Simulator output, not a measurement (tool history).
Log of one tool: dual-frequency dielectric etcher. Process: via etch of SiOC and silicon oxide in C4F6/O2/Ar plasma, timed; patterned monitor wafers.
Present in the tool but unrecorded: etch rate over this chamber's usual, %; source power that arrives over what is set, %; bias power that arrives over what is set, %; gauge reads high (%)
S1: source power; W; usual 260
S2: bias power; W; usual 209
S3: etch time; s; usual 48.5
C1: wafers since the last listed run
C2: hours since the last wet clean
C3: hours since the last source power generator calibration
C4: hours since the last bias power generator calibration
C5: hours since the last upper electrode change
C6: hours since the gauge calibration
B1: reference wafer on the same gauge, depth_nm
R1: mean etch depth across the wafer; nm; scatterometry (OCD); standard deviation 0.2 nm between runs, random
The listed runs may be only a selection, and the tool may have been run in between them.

run 1 hour=0.0 | S1=260 S2=209 S3=48.5 | C1=0 C2=6.2 C3=1716.8 C4=1304.5 C5=1048.2 C6=335.7 | B1=59.29 | R1=50.39
run 2 hour=105.0 | S1=260 S2=209 S3=48.5 | C1=1540 C2=111.2 C3=1821.8 C4=1409.5 C5=1153.2 C6=440.7 | B1=59.34 | R1=50.54
run 3 hour=199.8 | S1=260 S2=234 S3=48.5 | C1=1390 C2=206.0 C3=1916.6 C4=1504.3 C5=1248.0 C6=535.5 | B1=59.31 | R1=52.71
run 4 hour=258.7 | S1=260 S2=234 S3=48.5 | C1=863 C2=264.9 C3=1975.5 C4=1563.2 C5=1306.9 C6=594.4 | B1=59.33 | R1=52.65
run 5 hour=307.2 | S1=260 S2=209 S3=48.5 | C1=711 C2=313.4 C3=2024.0 C4=1611.7 C5=1355.4 C6=642.9 | B1=59.31 | R1=50.44
run 6 hour=365.8 | S1=260 S2=209 S3=48.5 | C1=859 C2=372.0 C3=2082.6 C4=1670.3 C5=1414.0 C6=701.5 | B1=59.29 | R1=50.26
-- hour=411.0 wet clean of the chamber
run 7 hour=461.0 | S1=260 S2=209 S3=48.5 | C1=1044 C2=50.0 C3=2177.8 C4=1765.5 C5=1509.2 C6=796.7 | B1=59.28 | R1=50.13
run 8 hour=559.8 | S1=260 S2=209 S3=48.5 | C1=1449 C2=148.8 C3=2276.6 C4=1864.3 C5=1608.0 C6=895.5 | B1=59.27 | R1=50.26
run 9 hour=616.2 | S1=260 S2=209 S3=48.5 | C1=827 C2=205.2 C3=2333.0 C4=1920.7 C5=1664.4 C6=951.9 | B1=59.35 | R1=50.48
-- hour=698.4 bias power generator calibrated
run 10 hour=721.4 | S1=260 S2=209 S3=48.5 | C1=1484 C2=310.4 C3=2438.2 C4=23.0 C5=1769.6 C6=1057.1 | B1=59.33 | R1=50.66
-- hour=773.4 gauge calibrated
run 11 hour=817.1 | S1=300 S2=180 S3=42.5 | C1=1403 C2=406.1 C3=2533.9 C4=118.7 C5=1865.3 C6=43.7 | B1=59.36 | R1=45.19
-- hour=879.4 wet clean of the chamber
-- hour=899.9 source power generator calibrated
run 12 hour=902.5 | S1=260 S2=209 S3=56.5 | C1=841 C2=23.1 C3=2.6 C4=204.1 C5=1950.7 C6=129.1 | B1=59.39 | R1=59.13
run 13 hour=938.5 | S1=280 S2=209 S3=55.0 | C1=528 C2=59.1 C3=38.6 C4=240.1 C5=1986.7 C6=165.1 | B1=59.31 | R1=59.24
run 14 hour=980.7 | S1=260 S2=243 S3=38.5 | C1=618 C2=101.3 C3=80.8 C4=282.3 C5=2028.9 C6=207.3 | B1=59.36 | R1=42.64
run 15 hour=1075.2 | S1=230 S2=159 S3=53.5 | C1=1386 C2=195.8 C3=175.3 C4=376.8 C5=2123.4 C6=301.8 | B1=59.32 | R1=48.02
run 16 hour=1162.8 | S1=260 S2=209 S3=48.5 | C1=1284 C2=283.4 C3=262.9 C4=464.4 C5=2211.0 C6=389.4 | B1=59.27 | R1=50.46
-- hour=1194.0 upper electrode replaced
run 17 hour=1224.6 | S1=240 S2=167 S3=48.5 | C1=554 C2=345.2 C3=324.7 C4=526.2 C5=30.6 C6=451.2 | B1=59.23 | R1=45.27
-- hour=1278.8 wet clean of the chamber
run 18 hour=1314.5 | S1=300 S2=209 S3=48.5 | C1=966 C2=35.7 C3=414.6 C4=616.1 C5=120.5 C6=541.1 | B1=59.29 | R1=54.20
run 19 hour=1388.8 | S1=240 S2=164 S3=58.5 | C1=1089 C2=110.0 C3=488.9 C4=690.4 C5=194.8 C6=615.4 | B1=59.29 | R1=54.23
run 20 hour=1475.8 | S1=260 S2=209 S3=48.5 | C1=1276 C2=197.0 C3=575.9 C4=777.4 C5=281.8 C6=702.4 | B1=59.30 | R1=50.53
run 21 hour=1545.7 | S1=260 S2=209 S3=48.5 | C1=1025 C2=266.9 C3=645.8 C4=847.3 C5=351.7 C6=772.3 | B1=59.31 | R1=50.54

3 ways to go on from here, each from the tool as it stands after run 21. What would each give?
run A hour=1546.1 | S1=260 S2=209 S3=48.5 | C1=5 C2=267.3 C3=646.2 C4=847.7 C5=352.1 C6=772.7 | B1=? | R1=?
run B hour=1546.1 | S1=260 S2=170 S3=48.5 | C1=5 C2=267.3 C3=646.2 C4=847.7 C5=352.1 C6=772.7 | B1=? | R1=?
run C hour=1546.1 | S1=310 S2=209 S3=48.5 | C1=5 C2=267.3 C3=646.2 C4=847.7 C5=352.1 C6=772.7 | B1=? | R1=?

run=A B1=59.27 R1=50.78
run=B B1=59.27 R1=47.52
run=C B1=59.27 R1=55.32
Had the tool no hidden state, the same runs would have come out as:
run=A R1=50.78
run=B R1=47.52
run=C R1=55.32
